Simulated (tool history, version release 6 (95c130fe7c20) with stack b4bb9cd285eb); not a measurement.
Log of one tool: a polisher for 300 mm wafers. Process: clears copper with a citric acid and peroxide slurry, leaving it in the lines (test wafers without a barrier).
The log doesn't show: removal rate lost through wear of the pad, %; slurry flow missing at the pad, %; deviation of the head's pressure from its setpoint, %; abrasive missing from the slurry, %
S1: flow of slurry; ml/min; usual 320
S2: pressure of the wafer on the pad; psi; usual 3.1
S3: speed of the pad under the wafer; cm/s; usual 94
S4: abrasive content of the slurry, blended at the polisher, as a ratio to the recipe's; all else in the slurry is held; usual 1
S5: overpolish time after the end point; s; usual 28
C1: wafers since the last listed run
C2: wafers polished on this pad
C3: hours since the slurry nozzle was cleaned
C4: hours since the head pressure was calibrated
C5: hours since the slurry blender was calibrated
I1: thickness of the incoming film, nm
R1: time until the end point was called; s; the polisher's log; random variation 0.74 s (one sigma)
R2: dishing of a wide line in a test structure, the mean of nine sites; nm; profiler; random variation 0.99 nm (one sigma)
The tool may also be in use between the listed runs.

run,hour,S1,S2,S3,S4,S5,C1,C2,C3,C4,C5,I1,R1,R2
1,0,320,3.1,94,1,28,0,676,198,509,293.6,171.2,75.4,40.1
2,8.6,320,3.1,94,1,28,100,777,206.6,517.6,302.2,168.8,77.1,40.3
3,16.3,320,3.1,94,1,28,90,867,214.3,525.3,309.9,168.2,73.7,39.9
4,29.7,320,2.5,94,1,28,156,1024,227.7,538.7,323.3,168.5,94.7,34.3
# hour 43.8: slurry nozzle cleaned
5,48,320,2.5,94,1,28,202,1226,4.2,557,341.6,169.6,93,34.2
# hour 72.6: worn pad replaced by a new one
6,73.3,320,2.5,94,1,28,249,8,29.5,582.3,366.9,169.8,91.4,32.2
7,90,320,3.1,94,1,28,195,203,46.2,599,383.6,170,74.6,42.4
8,99.6,320,3.1,94,1,28,112,315,55.8,608.6,393.2,171.5,74.5,42.8
9,106.4,250,3.8,94,0.85,28,79,395,62.6,615.4,400,172.6,67.5,44.2
10,124.2,320,3.1,84,0.75,28,208,603,80.4,633.2,417.8,170.6,95.1,32.6
11,138.3,235,3.1,94,1.15,28,164,768,94.5,647.3,431.9,168.7,72.9,40.6
12,154.7,320,3.1,94,1,28,191,960,110.9,663.7,448.3,171.2,75.5,39.1
13,174.3,320,3.1,94,1,21,229,1190,130.5,683.3,467.9,171,74.8,32.5
# hour 187.1: slurry blender recalibrated
14,191,425,3.1,116,1.2,41,171,1362,147.2,700,3.9,171.3,57.7,65.6
15,198.3,410,3.1,94,1,28,85,1447,154.5,707.3,11.2,168,73.1,40.9
# hour 203.2: worn pad replaced by a new one
16,215,220,3.6,94,1,28,148,138,171.2,724,27.9,168.1,69.4,44.4
# hour 223.1: head pressure recalibrated
17,225.2,270,3.1,94,1,28,95,234,181.4,2.1,38.1,167.8,76.5,40.4
18,239.1,320,3.1,94,1,28,162,397,195.3,16,52,170.4,77.6,40
19,249.3,320,2.1,124,1.15,20,119,516,205.5,26.2,62.2,170.2,80.3,29.2
20,256.9,320,3.1,94,1,18,88,605,213.1,33.8,69.8,166.7,74.6,27.1
21,265.1,320,3.1,72,1,43,95,701,221.3,42,78,171.1,102,45.2
22,277.2,320,3.8,68,1,18,141,843,233.4,54.1,90.1,170,88.6,25
# hour 284.4: slurry nozzle cleaned
23,284.9,405,2.1,94,1.25,45,78,921,0.5,61.8,97.8,172.7,99.5,46.6
24,293.3,320,3.9,94,0.75,28,98,1019,8.9,70.2,106.2,172.9,67.4,44.1
# hour 302.2: worn pad replaced by a new one
25,309.7,320,3.1,94,1,28,145,87,25.3,86.6,122.6,172.7,75.2,40.2
26,327.7,320,3.1,94,1,28,210,298,43.3,104.6,140.6,167.8,72.6,43.4
27,334.5,415,3.1,94,1,11,79,377,50.1,111.4,147.4,171.4,72.8,19.2
28,347.8,320,3.1,94,1,28,155,533,63.4,124.7,160.7,170.8,76,40.2
29,379,320,2.1,94,1.2,45,365,898,94.6,155.9,191.9,168.3,100.5,46.6

The same runs without the tool's hidden state, with the same run-to-run variation:
run,R1,R2
1,73.3,41
2,74.8,41.3
3,71.3,41
4,91.1,35.5
5,92.2,34.4
6,90.6,32.5
7,73.8,42.7
8,73.8,43.1
9,66.6,44.6
10,94,33
11,71.6,41.2
12,74.3,39.6
13,73.4,33
14,56.7,66.3
15,71.7,41.6
16,66.6,45.8
17,73.7,41.7
18,74.8,41.2
19,77,30.3
20,71.3,28.2
21,97.1,46.9
22,83.8,26.3
23,99.4,46.6
24,67.3,44.2
25,75.1,40.3
26,72.4,43.4
27,72.7,19.2
28,75.7,40.3
29,99.9,46.8
